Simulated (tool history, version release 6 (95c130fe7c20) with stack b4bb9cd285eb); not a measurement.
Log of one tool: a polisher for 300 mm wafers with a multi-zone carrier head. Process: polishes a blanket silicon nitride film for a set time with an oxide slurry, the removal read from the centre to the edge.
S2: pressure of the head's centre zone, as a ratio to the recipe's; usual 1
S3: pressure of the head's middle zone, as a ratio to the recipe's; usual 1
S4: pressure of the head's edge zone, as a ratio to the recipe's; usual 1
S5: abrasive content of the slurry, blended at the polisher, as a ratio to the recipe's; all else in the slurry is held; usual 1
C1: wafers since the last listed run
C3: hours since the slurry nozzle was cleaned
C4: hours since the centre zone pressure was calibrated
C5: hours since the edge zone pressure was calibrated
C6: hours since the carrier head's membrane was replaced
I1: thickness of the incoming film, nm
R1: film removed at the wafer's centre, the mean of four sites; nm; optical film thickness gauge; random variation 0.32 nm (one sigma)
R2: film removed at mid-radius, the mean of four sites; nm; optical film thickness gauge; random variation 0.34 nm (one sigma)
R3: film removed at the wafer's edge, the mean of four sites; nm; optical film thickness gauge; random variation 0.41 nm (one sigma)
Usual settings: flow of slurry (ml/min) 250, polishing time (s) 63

Run 1, hour 0: usual settings; C1 0; wafers polished on this pad 6271; C3 107.8; C4 107.2; C5 155.7; C6 1081.9; I1 435.2. Result: R1 38.4 nm, R2 38.9 nm, R3 37.4 nm.
At hour 4.5: worn pad replaced by a new one.
Run 2, hour 30.7: usual settings but S3 0.92; C1 377; wafers polished on this pad 370; C3 138.5; C4 137.9; C5 186.4; C6 1112.6; I1 436.7. Result: R1 38.6 nm, R2 35.7 nm, R3 37.5 nm.
Run 3, hour 56.6: usual settings but S3 0.93; C1 366; wafers polished on this pad 736; C3 164.4; C4 163.8; C5 212.3; C6 1138.5; I1 443.4. Result: R1 38.4 nm, R2 36.3 nm, R3 38 nm.
Run 4, hour 113.3: usual settings; C1 801; wafers polished on this pad 1537; C3 221.1; C4 220.5; C5 269; C6 1195.2; I1 437.8. Result: R1 38.2 nm, R2 38.4 nm, R3 37.4 nm.
Run 5, hour 140.2: usual settings; C1 380; wafers polished on this pad 1917; C3 248; C4 247.4; C5 295.9; C6 1222.1; I1 440.5. Result: R1 38 nm, R2 38.7 nm, R3 37.6 nm.
Run 6, hour 184.4: usual settings but S3 1.05, S4 0.93, S5 1.3; C1 624; wafers polished on this pad 2542; C3 292.2; C4 291.6; C5 340.1; C6 1266.3; I1 438.2. Result: R1 43 nm, R2 46.1 nm, R3 41.4 nm.
Run 7, hour 239.1: usual settings but flow of slurry (ml/min) 210, S2 0.91; C1 773; wafers polished on this pad 3315; C3 346.9; C4 346.3; C5 394.8; C6 1321; I1 442.8. Result: R1 34.2 nm, R2 37.5 nm, R3 37.1 nm.
Run 8, hour 310.2: usual settings but S4 0.95, polishing time (s) 68; C1 1004; wafers polished on this pad 4320; C3 418; C4 417.4; C5 465.9; C6 1392.1; I1 440.2. Result: R1 40.8 nm, R2 41.7 nm, R3 39.8 nm.
Run 9, hour 375.4: usual settings; C1 921; wafers polished on this pad 5242; C3 483.2; C4 482.6; C5 531.1; C6 1457.3; I1 444. Result: R1 38.4 nm, R2 38.3 nm, R3 37.4 nm.
At hour 389: edge zone pressure recalibrated.
At hour 403.5: worn pad replaced by a new one.
At hour 429.6: slurry nozzle cleaned.
Run 10, hour 445: usual settings but flow of slurry (ml/min) 315, polishing time (s) 44; C1 884; wafers polished on this pad 572; C3 15.4; C4 552.2; C5 56; C6 1526.9; I1 439.5. Result: R1 26.7 nm, R2 27.5 nm, R3 26.5 nm.
Run 11, hour 517: usual settings but S2 0.91; C1 1017; wafers polished on this pad 1590; C3 87.4; C4 624.2; C5 128; C6 1598.9; I1 442.8. Result: R1 34.3 nm, R2 38.6 nm, R3 37.4 nm.
At hour 535.9: carrier head's membrane replaced by a new one.
Run 12, hour 577.6: usual settings but polishing time (s) 73; C1 785; wafers polished on this pad 2376; C3 148; C4 684.8; C5 188.6; C6 41.7; I1 437.9. Result: R1 42.8 nm, R2 44.8 nm, R3 44.3 nm.
Run 13, hour 718.7: usual settings but flow of slurry (ml/min) 285, S3 1.1, S4 0.93, S5 1.25; C1 1994; wafers polished on this pad 4370; C3 289.1; C4 825.9; C5 329.7; C6 182.8; I1 434.9. Result: R1 41.9 nm, R2 47 nm, R3 41.7 nm.
Run 14, hour 784.5: usual settings; C1 930; wafers polished on this pad 5300; C3 354.9; C4 891.7; C5 395.5; C6 248.6; I1 440.9. Result: R1 36.9 nm, R2 38 nm, R3 37.8 nm.
At hour 802.4: worn pad replaced by a new one.
At hour 852: centre zone pressure recalibrated.
Run 15, hour 852.5: usual settings; C1 876; wafers polished on this pad 679; C3 422.9; C4 0.5; C5 463.5; C6 316.6; I1 438.1. Result: R1 38.4 nm, R2 38.6 nm, R3 37.7 nm.
At hour 857.6: edge zone pressure recalibrated.
At hour 920.8: slurry nozzle cleaned.
Run 16, hour 921.9: usual settings but flow of slurry (ml/min) 220, S3 0.89, S5 0.9, polishing time (s) 42; C1 938; wafers polished on this pad 1617; C3 1.1; C4 69.9; C5 64.3; C6 386; I1 439.6. Result: R1 23.8 nm, R2 21.8 nm, R3 23.9 nm.
Run 17, hour 946.3: usual settings but flow of slurry (ml/min) 180; C1 344; wafers polished on this pad 1962; C3 25.5; C4 94.3; C5 88.7; C6 410.4; I1 435.2. Result: R1 37 nm, R2 37.2 nm, R3 36.8 nm.
Run 18, hour 981.9: usual settings but flow of slurry (ml/min) 295, S3 1.07, S4 1.07; C1 503; wafers polished on this pad 2465; C3 61.1; C4 129.9; C5 124.3; C6 446; I1 438.7. Result: R1 39 nm, R2 41.4 nm, R3 38.5 nm.
Run 19, hour 1033.6: usual settings; C1 730; wafers polished on this pad 3196; C3 112.8; C4 181.6; C5 176; C6 497.7; I1 441.7. Result: R1 38.9 nm, R2 38.1 nm, R3 37.8 nm.
Run 20, hour 1082.1: usual settings but S2 1.09, S3 0.88; C1 685; wafers polished on this pad 3882; C3 161.3; C4 230.1; C5 224.5; C6 546.2; I1 434.3. Result: R1 41.9 nm, R2 34.2 nm, R3 37.1 nm.

5 ways to go on from here, each from the tool as it stands after run 20. What would each give?
Run A, hour 1082.5: usual settings; C1 5; wafers polished on this pad 3887; C3 161.7; C4 230.5; C5 224.9; C6 546.6; I1 444.6. Result: R1 ?, R2 ?, R3 ?.
Run B, hour 1082.5: usual settings but S5 0.75; C1 5; wafers polished on this pad 3887; C3 161.7; C4 230.5; C5 224.9; C6 546.6; I1 444.6. Result: R1 ?, R2 ?, R3 ?.
Run C, hour 1082.5: usual settings but S3 1.07; C1 5; wafers polished on this pad 3887; C3 161.7; C4 230.5; C5 224.9; C6 546.6; I1 444.6. Result: R1 ?, R2 ?, R3 ?.
Run D, hour 1082.5: usual settings but S2 1.04, polishing time (s) 54; C1 5; wafers polished on this pad 3887; C3 161.7; C4 230.5; C5 224.9; C6 546.6; I1 444.6. Result: R1 ?, R2 ?, R3 ?.
Run E, hour 1082.5: usual settings but flow of slurry (ml/min) 160, S4 0.92, S5 1.2, polishing time (s) 81; C1 5; wafers polished on this pad 3887; C3 161.7; C4 230.5; C5 224.9; C6 546.6; I1 444.6. Result: R1 ?, R2 ?, R3 ?.

run    R1    R2    R3
  A  37.6  38.7  37.3
  B  31.5  32.4  31.2
  C  37.6    41  37.3
  D  33.5  33.2    32
  E  50.6  52.4  49.6
Without the tool's hidden state the same runs would have given:
run    R1    R2    R3
  A  38.1  38.7  37.3
  B  31.9  32.4  31.2
  C  38.2    41  37.3
  D    34  33.2    32
  E  51.3  52.3  49.6
